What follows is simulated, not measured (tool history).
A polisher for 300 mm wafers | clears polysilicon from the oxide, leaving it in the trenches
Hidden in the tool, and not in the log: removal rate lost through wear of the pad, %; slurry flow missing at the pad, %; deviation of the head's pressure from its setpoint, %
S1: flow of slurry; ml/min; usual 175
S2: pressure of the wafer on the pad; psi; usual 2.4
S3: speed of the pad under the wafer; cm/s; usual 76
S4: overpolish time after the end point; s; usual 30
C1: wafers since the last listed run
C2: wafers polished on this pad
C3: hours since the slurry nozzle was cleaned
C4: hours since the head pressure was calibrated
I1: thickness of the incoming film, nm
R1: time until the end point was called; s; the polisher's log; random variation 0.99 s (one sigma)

{"run": 1, "day": 0.0, "S1": 175, "S2": 2.4, "S3": 76, "S4": 30, "C1": 0, "C2": 2915, "C3": 378.5, "C4": 967.4, "I1": 489.9, "R1": 58.5}
{"day": 1.721, "done": "head pressure recalibrated"}
{"run": 2, "day": 1.783, "S1": 175, "S2": 2.4, "S3": 76, "S4": 30, "C1": 549, "C2": 3464, "C3": 421.3, "C4": 1.5, "I1": 490.5, "R1": 59.5}
{"run": 3, "day": 3.221, "S1": 175, "S2": 2.4, "S3": 76, "S4": 30, "C1": 464, "C2": 3928, "C3": 455.8, "C4": 36.0, "I1": 485.3, "R1": 57.9}
{"run": 4, "day": 5.654, "S1": 175, "S2": 2.4, "S3": 76, "S4": 30, "C1": 785, "C2": 4714, "C3": 514.2, "C4": 94.4, "I1": 493.1, "R1": 57.5}
{"day": 6.267, "done": "slurry nozzle cleaned"}
{"run": 5, "day": 8.479, "S1": 175, "S2": 2.4, "S3": 76, "S4": 30, "C1": 899, "C2": 5613, "C3": 53.1, "C4": 162.2, "I1": 491.2, "R1": 60.9}
{"run": 6, "day": 10.046, "S1": 205, "S2": 2.4, "S3": 76, "S4": 30, "C1": 506, "C2": 6119, "C3": 90.7, "C4": 199.8, "I1": 490.5, "R1": 56.8}
{"day": 11.417, "done": "worn pad replaced by a new one, repeated, since the last time left the tool worse"}
{"run": 7, "day": 12.588, "S1": 205, "S2": 2.4, "S3": 76, "S4": 30, "C1": 767, "C2": 378, "C3": 151.7, "C4": 260.8, "I1": 485.5, "R1": 48.1}
{"run": 8, "day": 14.525, "S1": 205, "S2": 2.4, "S3": 76, "S4": 30, "C1": 625, "C2": 1004, "C3": 198.2, "C4": 307.3, "I1": 492.5, "R1": 49.5}
{"run": 9, "day": 15.804, "S1": 175, "S2": 2.4, "S3": 76, "S4": 30, "C1": 413, "C2": 1417, "C3": 228.9, "C4": 338.0, "I1": 489.9, "R1": 50.9}
{"run": 10, "day": 18.6, "S1": 175, "S2": 2.4, "S3": 60, "S4": 30, "C1": 903, "C2": 2320, "C3": 296.0, "C4": 405.1, "I1": 495.5, "R1": 68.5}
{"run": 11, "day": 20.571, "S1": 175, "S2": 2.4, "S3": 76, "S4": 30, "C1": 636, "C2": 2957, "C3": 343.3, "C4": 452.4, "I1": 491.9, "R1": 53.1}
{"run": 12, "day": 21.7, "S1": 120, "S2": 2.4, "S3": 76, "S4": 30, "C1": 364, "C2": 3322, "C3": 370.4, "C4": 479.5, "I1": 492.8, "R1": 55.9}
{"run": 13, "day": 24.671, "S1": 175, "S2": 2.4, "S3": 76, "S4": 30, "C1": 959, "C2": 4281, "C3": 441.7, "C4": 550.8, "I1": 494.2, "R1": 52.6}
{"run": 14, "day": 26.8, "S1": 175, "S2": 2.4, "S3": 76, "S4": 30, "C1": 687, "C2": 4969, "C3": 492.8, "C4": 601.9, "I1": 487.0, "R1": 51.7}
{"day": 28.038, "done": "worn pad replaced by a new one"}
{"run": 15, "day": 29.758, "S1": 175, "S2": 2.4, "S3": 58, "S4": 41, "C1": 901, "C2": 555, "C3": 563.8, "C4": 672.9, "I1": 487.0, "R1": 66.8}
{"day": 31.079, "done": "slurry nozzle cleaned"}
{"run": 16, "day": 32.654, "S1": 175, "S2": 2.7, "S3": 66, "S4": 30, "C1": 921, "C2": 1477, "C3": 37.8, "C4": 742.4, "I1": 490.7, "R1": 53.2}
{"run": 17, "day": 34.083, "S1": 175, "S2": 2.4, "S3": 76, "S4": 30, "C1": 461, "C2": 1938, "C3": 72.1, "C4": 776.7, "I1": 487.5, "R1": 51.2}
{"run": 18, "day": 36.342, "S1": 175, "S2": 2.4, "S3": 76, "S4": 24, "C1": 729, "C2": 2668, "C3": 126.3, "C4": 830.9, "I1": 488.4, "R1": 52.0}
{"run": 19, "day": 38.038, "S1": 175, "S2": 2.4, "S3": 76, "S4": 30, "C1": 547, "C2": 3216, "C3": 167.0, "C4": 871.6, "I1": 487.7, "R1": 51.6}
{"run": 20, "day": 40.925, "S1": 175, "S2": 2.4, "S3": 76, "S4": 45, "C1": 932, "C2": 4148, "C3": 236.3, "C4": 940.9, "I1": 489.9, "R1": 52.9}
{"run": 21, "day": 42.525, "S1": 175, "S2": 2.4, "S3": 76, "S4": 30, "C1": 516, "C2": 4665, "C3": 274.7, "C4": 979.3, "I1": 491.8, "R1": 53.4}
{"run": 22, "day": 43.754, "S1": 145, "S2": 2.8, "S3": 76, "S4": 24, "C1": 397, "C2": 5062, "C3": 304.2, "C4": 1008.8, "I1": 491.9, "R1": 47.6}
{"day": 45.117, "done": "worn pad replaced by a new one"}
{"run": 23, "day": 46.646, "S1": 175, "S2": 2.4, "S3": 76, "S4": 25, "C1": 880, "C2": 494, "C3": 373.6, "C4": 1078.2, "I1": 490.2, "R1": 52.9}
{"run": 24, "day": 48.254, "S1": 175, "S2": 2.0, "S3": 92, "S4": 23, "C1": 519, "C2": 1013, "C3": 412.2, "C4": 1116.8, "I1": 496.4, "R1": 53.1}
{"run": 25, "day": 49.846, "S1": 140, "S2": 2.4, "S3": 76, "S4": 30, "C1": 514, "C2": 1527, "C3": 450.4, "C4": 1155.0, "I1": 495.4, "R1": 56.5}
{"day": 52.25, "done": "head pressure recalibrated"}
{"run": 26, "day": 52.267, "S1": 175, "S2": 2.4, "S3": 76, "S4": 14, "C1": 755, "C2": 2282, "C3": 508.5, "C4": 0.4, "I1": 485.7, "R1": 51.0}
{"run": 27, "day": 55.075, "S1": 175, "S2": 2.9, "S3": 76, "S4": 30, "C1": 907, "C2": 3190, "C3": 575.9, "C4": 67.8, "I1": 487.3, "R1": 41.4}
{"day": 55.304, "done": "slurry nozzle cleaned"}
{"run": 28, "day": 57.433, "S1": 175, "S2": 2.4, "S3": 76, "S4": 30, "C1": 748, "C2": 3938, "C3": 51.1, "C4": 124.4, "I1": 489.2, "R1": 53.2}
{"run": 29, "day": 59.733, "S1": 205, "S2": 2.8, "S3": 60, "S4": 23, "C1": 742, "C2": 4681, "C3": 106.3, "C4": 179.6, "I1": 493.5, "R1": 58.8}
{"run": 30, "day": 61.579, "S1": 235, "S2": 2.4, "S3": 76, "S4": 30, "C1": 596, "C2": 5277, "C3": 150.6, "C4": 223.9, "I1": 492.4, "R1": 53.2}
{"day": 61.788, "done": "worn pad replaced by a new one"}
{"run": 31, "day": 63.025, "S1": 175, "S2": 2.4, "S3": 76, "S4": 14, "C1": 413, "C2": 399, "C3": 185.3, "C4": 258.6, "I1": 492.9, "R1": 50.8}
{"run": 32, "day": 64.112, "S1": 155, "S2": 2.4, "S3": 76, "S4": 30, "C1": 351, "C2": 750, "C3": 211.4, "C4": 284.7, "I1": 486.5, "R1": 52.6}
{"run": 33, "day": 66.904, "S1": 210, "S2": 2.4, "S3": 76, "S4": 30, "C1": 901, "C2": 1652, "C3": 278.4, "C4": 351.7, "I1": 492.8, "R1": 48.8}

How the hidden state differs across the entries between the runs, from the last listed run before each to the first after it:
Between runs 1 and 2: head pressure recalibrated (day 1.721)
  removal rate lost through wear of the pad, %: 12.4 -> 12.9
  measured less the result without the state, R1: +7.3 -> +7.7 s
Between runs 4 and 5: slurry nozzle cleaned (day 6.267)
  removal rate lost through wear of the pad, %: 14 -> 14.8
  measured less the result without the state, R1: +8.0 -> +9.0 s
Between runs 6 and 7: worn pad replaced by a new one, repeated, since the last time left the tool worse (day 11.417)
  removal rate lost through wear of the pad, %: 15.3 -> 0.591
  measured less the result without the state, R1: +8.6 -> +0.3 s
Between runs 14 and 15: worn pad replaced by a new one (day 28.038)
  removal rate lost through wear of the pad, %: 4.58 -> 0.624
  measured less the result without the state, R1: +2.4 -> +0.4 s
Between runs 15 and 16: slurry nozzle cleaned (day 31.079)
  removal rate lost through wear of the pad, %: 0.624 -> 1.44
  measured less the result without the state, R1: +0.4 -> +0.8 s
Between runs 22 and 23: worn pad replaced by a new one (day 45.117)
  removal rate lost through wear of the pad, %: 4.55 -> 1.15
  measured less the result without the state, R1: +2.1 -> +0.7 s
Between runs 25 and 26: head pressure recalibrated (day 52.250)
  removal rate lost through wear of the pad, %: 2.05 -> 2.72
  measured less the result without the state, R1: +1.1 -> +1.4 s
Between runs 27 and 28: slurry nozzle cleaned (day 55.304)
  removal rate lost through wear of the pad, %: 3.51 -> 4.18
  measured less the result without the state, R1: +1.5 -> +2.2 s
Between runs 30 and 31: worn pad replaced by a new one (day 61.788)
  removal rate lost through wear of the pad, %: 5.34 -> 0.875
  measured less the result without the state, R1: +2.9 -> +0.4 s
